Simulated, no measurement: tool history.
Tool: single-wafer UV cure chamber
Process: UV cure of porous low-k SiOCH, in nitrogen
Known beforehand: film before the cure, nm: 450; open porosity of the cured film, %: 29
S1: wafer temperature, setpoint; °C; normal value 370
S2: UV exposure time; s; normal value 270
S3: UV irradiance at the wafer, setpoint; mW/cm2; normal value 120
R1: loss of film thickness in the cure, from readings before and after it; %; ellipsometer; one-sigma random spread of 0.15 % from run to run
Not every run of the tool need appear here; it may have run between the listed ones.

| run | hour | S1 | S2 | S3 | R1 |
|---|---|---|---|---|---|
| 1 | 0.0 | 370 | 270 | 120 | 15.806 |
| 2 | 49.0 | 370 | 270 | 120 | 15.688 |
| 3 | 110.5 | 370 | 270 | 120 | 15.772 |
| 4 | 173.9 | 370 | 270 | 120 | 15.834 |
| 5 | 223.0 | 370 | 270 | 120 | 15.831 |
| 6 | 272.4 | 370 | 270 | 120 | 16.048 |
| 7 | 337.8 | 370 | 235 | 120 | 15.065 |
| 8 | 397.7 | 370 | 235 | 120 | 15.011 |
|  | 449.8 | quartz window cleaned |
| 9 | 450.3 | 370 | 270 | 105 | 15.151 |
| 10 | 476.3 | 370 | 190 | 120 | 13.986 |
| 11 | 513.1 | 370 | 270 | 120 | 15.840 |
| 12 | 540.4 | 370 | 270 | 120 | 15.969 |
| 13 | 593.0 | 363 | 270 | 109 | 15.129 |
| 14 | 661.4 | 350 | 345 | 120 | 16.788 |
| 15 | 707.8 | 370 | 270 | 103 | 15.070 |
| 16 | 734.1 | 370 | 350 | 120 | 17.398 |

Forecast run 17:
| 17 | 806.0 | 357 | 420 | 120 | ? |

R1: 18.004 %
The same run, on a tool lacking any hidden state, would have yielded R1 18.004 %.

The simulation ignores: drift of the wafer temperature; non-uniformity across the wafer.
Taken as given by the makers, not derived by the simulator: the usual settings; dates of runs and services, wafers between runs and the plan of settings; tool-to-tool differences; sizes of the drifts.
